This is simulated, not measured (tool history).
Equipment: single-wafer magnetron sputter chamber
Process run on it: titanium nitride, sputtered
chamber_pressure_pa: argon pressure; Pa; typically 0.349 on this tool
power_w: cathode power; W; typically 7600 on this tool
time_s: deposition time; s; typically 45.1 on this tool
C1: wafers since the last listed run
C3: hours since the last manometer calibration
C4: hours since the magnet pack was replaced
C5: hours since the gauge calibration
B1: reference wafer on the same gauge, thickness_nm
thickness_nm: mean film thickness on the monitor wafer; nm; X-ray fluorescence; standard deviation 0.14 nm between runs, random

{"run": 1, "day": 0.0, "chamber_pressure_pa": 0.349, "power_w": 7600, "time_s": 45.1, "C1": 0, "wafers on the sputter target": 5820, "C3": 450.3, "C4": 9575.5, "C5": 314.0, "B1": 63.299, "thickness_nm": 59.436}
{"run": 2, "day": 2.379, "chamber_pressure_pa": 0.349, "power_w": 7600, "time_s": 45.1, "C1": 1562, "wafers on the sputter target": 7382, "C3": 507.4, "C4": 9632.6, "C5": 371.1, "B1": 63.217, "thickness_nm": 59.31}
{"run": 3, "day": 6.533, "chamber_pressure_pa": 0.349, "power_w": 7600, "time_s": 45.1, "C1": 2727, "wafers on the sputter target": 10109, "C3": 607.1, "C4": 9732.3, "C5": 470.8, "B1": 63.322, "thickness_nm": 58.725}
{"run": 4, "day": 9.746, "chamber_pressure_pa": 0.349, "power_w": 7600, "time_s": 43.2, "C1": 2109, "wafers on the sputter target": 12219, "C3": 684.2, "C4": 9809.4, "C5": 547.9, "B1": 63.296, "thickness_nm": 56.185}
{"day": 12.121, "done": "sputter target and shields replaced"}
{"run": 5, "day": 14.212, "chamber_pressure_pa": 0.349, "power_w": 7600, "time_s": 45.1, "C1": 2713, "wafers on the sputter target": 1373, "C3": 791.4, "C4": 9916.6, "C5": 655.1, "B1": 63.28, "thickness_nm": 59.771}
{"run": 6, "day": 18.3, "chamber_pressure_pa": 0.349, "power_w": 7600, "time_s": 45.1, "C1": 2683, "wafers on the sputter target": 4057, "C3": 889.5, "C4": 10014.7, "C5": 753.2, "B1": 63.263, "thickness_nm": 59.807}
{"run": 7, "day": 20.9, "chamber_pressure_pa": 0.349, "power_w": 7600, "time_s": 45.1, "C1": 1707, "wafers on the sputter target": 5764, "C3": 951.9, "C4": 10077.1, "C5": 815.6, "B1": 63.32, "thickness_nm": 59.287}
{"run": 8, "day": 22.825, "chamber_pressure_pa": 0.349, "power_w": 7600, "time_s": 45.1, "C1": 1263, "wafers on the sputter target": 7028, "C3": 998.1, "C4": 10123.3, "C5": 861.8, "B1": 63.322, "thickness_nm": 59.127}
{"run": 9, "day": 27.0, "chamber_pressure_pa": 0.349, "power_w": 7600, "time_s": 45.1, "C1": 2741, "wafers on the sputter target": 9769, "C3": 1098.3, "C4": 10223.5, "C5": 962.0, "B1": 63.327, "thickness_nm": 58.902}
{"day": 31.312, "done": "sputter target and shields replaced"}
{"run": 10, "day": 31.333, "chamber_pressure_pa": 0.349, "power_w": 7600, "time_s": 45.1, "C1": 2626, "wafers on the sputter target": 13, "C3": 1202.3, "C4": 10327.5, "C5": 1066.0, "B1": 63.224, "thickness_nm": 59.859}
{"run": 11, "day": 34.383, "chamber_pressure_pa": 0.349, "power_w": 7600, "time_s": 45.1, "C1": 2002, "wafers on the sputter target": 2016, "C3": 1275.5, "C4": 10400.7, "C5": 1139.2, "B1": 63.296, "thickness_nm": 59.493}
{"run": 12, "day": 45.383, "chamber_pressure_pa": 0.349, "power_w": 7600, "time_s": 45.1, "C1": 7222, "wafers on the sputter target": 9238, "C3": 1539.5, "C4": 10664.7, "C5": 1403.2, "B1": 63.297, "thickness_nm": 59.14}
{"run": 13, "day": 48.0, "chamber_pressure_pa": 0.349, "power_w": 7600, "time_s": 45.1, "C1": 1718, "wafers on the sputter target": 10956, "C3": 1602.3, "C4": 10727.5, "C5": 1466.0, "B1": 63.319, "thickness_nm": 58.58}
{"day": 49.712, "done": "sputter target and shields replaced"}
{"day": 52.362, "done": "magnet pack replaced"}
{"run": 14, "day": 52.383, "chamber_pressure_pa": 0.349, "power_w": 7600, "time_s": 45.1, "C1": 2440, "wafers on the sputter target": 1533, "C3": 1707.5, "C4": 0.5, "C5": 1571.2, "B1": 63.271, "thickness_nm": 59.47}
{"run": 15, "day": 55.492, "chamber_pressure_pa": 0.349, "power_w": 7600, "time_s": 45.1, "C1": 2040, "wafers on the sputter target": 3574, "C3": 1782.1, "C4": 75.1, "C5": 1645.8, "B1": 63.289, "thickness_nm": 59.167}
{"run": 16, "day": 58.383, "chamber_pressure_pa": 0.463, "power_w": 8150, "time_s": 52.7, "C1": 1898, "wafers on the sputter target": 5473, "C3": 1851.5, "C4": 144.5, "C5": 1715.2, "B1": 63.304, "thickness_nm": 70.505}
{"run": 17, "day": 62.796, "chamber_pressure_pa": 0.349, "power_w": 7600, "time_s": 45.1, "C1": 2897, "wafers on the sputter target": 8370, "C3": 1957.4, "C4": 250.4, "C5": 1821.1, "B1": 63.328, "thickness_nm": 58.715}
{"run": 18, "day": 66.821, "chamber_pressure_pa": 0.221, "power_w": 7600, "time_s": 45.1, "C1": 2642, "wafers on the sputter target": 11013, "C3": 2054.0, "C4": 347.0, "C5": 1917.7, "B1": 63.249, "thickness_nm": 60.517}
{"day": 67.479, "done": "sputter target and shields replaced"}
{"day": 68.458, "done": "capacitance manometer re-zeroed and calibrated"}
{"run": 19, "day": 69.479, "chamber_pressure_pa": 0.349, "power_w": 7050, "time_s": 53.8, "C1": 1307, "wafers on the sputter target": 1093, "C3": 24.5, "C4": 410.8, "C5": 1981.5, "B1": 63.304, "thickness_nm": 68.282}
{"run": 20, "day": 72.312, "chamber_pressure_pa": 0.249, "power_w": 9150, "time_s": 50.8, "C1": 1860, "wafers on the sputter target": 2953, "C3": 92.5, "C4": 478.8, "C5": 2049.5, "B1": 63.302, "thickness_nm": 78.177}
{"run": 21, "day": 76.012, "chamber_pressure_pa": 0.349, "power_w": 6450, "time_s": 45.1, "C1": 2429, "wafers on the sputter target": 5383, "C3": 181.3, "C4": 567.6, "C5": 2138.3, "B1": 63.298, "thickness_nm": 53.462}
{"day": 76.396, "done": "gauge calibrated"}
{"run": 22, "day": 79.183, "chamber_pressure_pa": 0.255, "power_w": 7600, "time_s": 41.6, "C1": 2081, "wafers on the sputter target": 7465, "C3": 257.4, "C4": 643.7, "C5": 66.9, "B1": 63.275, "thickness_nm": 55.745}
{"run": 23, "day": 81.771, "chamber_pressure_pa": 0.239, "power_w": 7600, "time_s": 50.8, "C1": 1698, "wafers on the sputter target": 9163, "C3": 319.5, "C4": 705.8, "C5": 129.0, "B1": 63.335, "thickness_nm": 68.459}
{"run": 24, "day": 85.992, "chamber_pressure_pa": 0.48, "power_w": 7600, "time_s": 52.3, "C1": 2771, "wafers on the sputter target": 11935, "C3": 420.8, "C4": 807.1, "C5": 230.3, "B1": 63.306, "thickness_nm": 66.15}
{"day": 88.121, "done": "sputter target and shields replaced"}
{"run": 25, "day": 89.129, "chamber_pressure_pa": 0.349, "power_w": 7600, "time_s": 45.1, "C1": 1841, "wafers on the sputter target": 661, "C3": 496.1, "C4": 882.4, "C5": 305.6, "B1": 63.328, "thickness_nm": 60.038}
{"run": 26, "day": 90.9, "chamber_pressure_pa": 0.349, "power_w": 9100, "time_s": 41.9, "C1": 1162, "wafers on the sputter target": 1824, "C3": 538.6, "C4": 924.9, "C5": 348.1, "B1": 63.289, "thickness_nm": 62.744}
{"run": 27, "day": 94.621, "chamber_pressure_pa": 0.395, "power_w": 7600, "time_s": 36.9, "C1": 2442, "wafers on the sputter target": 4267, "C3": 627.9, "C4": 1014.2, "C5": 437.4, "B1": 63.3, "thickness_nm": 48.248}
{"run": 28, "day": 98.562, "chamber_pressure_pa": 0.286, "power_w": 8500, "time_s": 38.1, "C1": 2587, "wafers on the sputter target": 6855, "C3": 722.5, "C4": 1108.8, "C5": 532.0, "B1": 63.28, "thickness_nm": 54.775}

4 ways to go on from here, each from the tool as it stands after run 28. What would each give?
{"run": "A", "day": 98.579, "chamber_pressure_pa": 0.349, "power_w": 7600, "time_s": 50.7, "C1": 10, "wafers on the sputter target": 6866, "C3": 722.9, "C4": 1109.2, "C5": 532.4, "B1": "?", "thickness_nm": "?"}
{"run": "B", "day": 98.579, "chamber_pressure_pa": 0.296, "power_w": 7600, "time_s": 51.8, "C1": 10, "wafers on the sputter target": 6866, "C3": 722.9, "C4": 1109.2, "C5": 532.4, "B1": "?", "thickness_nm": "?"}
{"run": "C", "day": 98.579, "chamber_pressure_pa": 0.401, "power_w": 6250, "time_s": 45.1, "C1": 10, "wafers on the sputter target": 6866, "C3": 722.9, "C4": 1109.2, "C5": 532.4, "B1": "?", "thickness_nm": "?"}
{"run": "D", "day": 98.579, "chamber_pressure_pa": 0.255, "power_w": 6200, "time_s": 41.7, "C1": 10, "wafers on the sputter target": 6866, "C3": 722.9, "C4": 1109.2, "C5": 532.4, "B1": "?", "thickness_nm": "?"}

run=A B1=63.328 thickness_nm=66.694
run=B B1=63.328 thickness_nm=69.026
run=C B1=63.328 thickness_nm=51.658
run=D B1=63.328 thickness_nm=49.246
With the hidden condition removed and each run's random variation left untouched, the same runs would have given:
run=A thickness_nm=68.049
run=B thickness_nm=70.373
run=C thickness_nm=52.749
run=D thickness_nm=50.176

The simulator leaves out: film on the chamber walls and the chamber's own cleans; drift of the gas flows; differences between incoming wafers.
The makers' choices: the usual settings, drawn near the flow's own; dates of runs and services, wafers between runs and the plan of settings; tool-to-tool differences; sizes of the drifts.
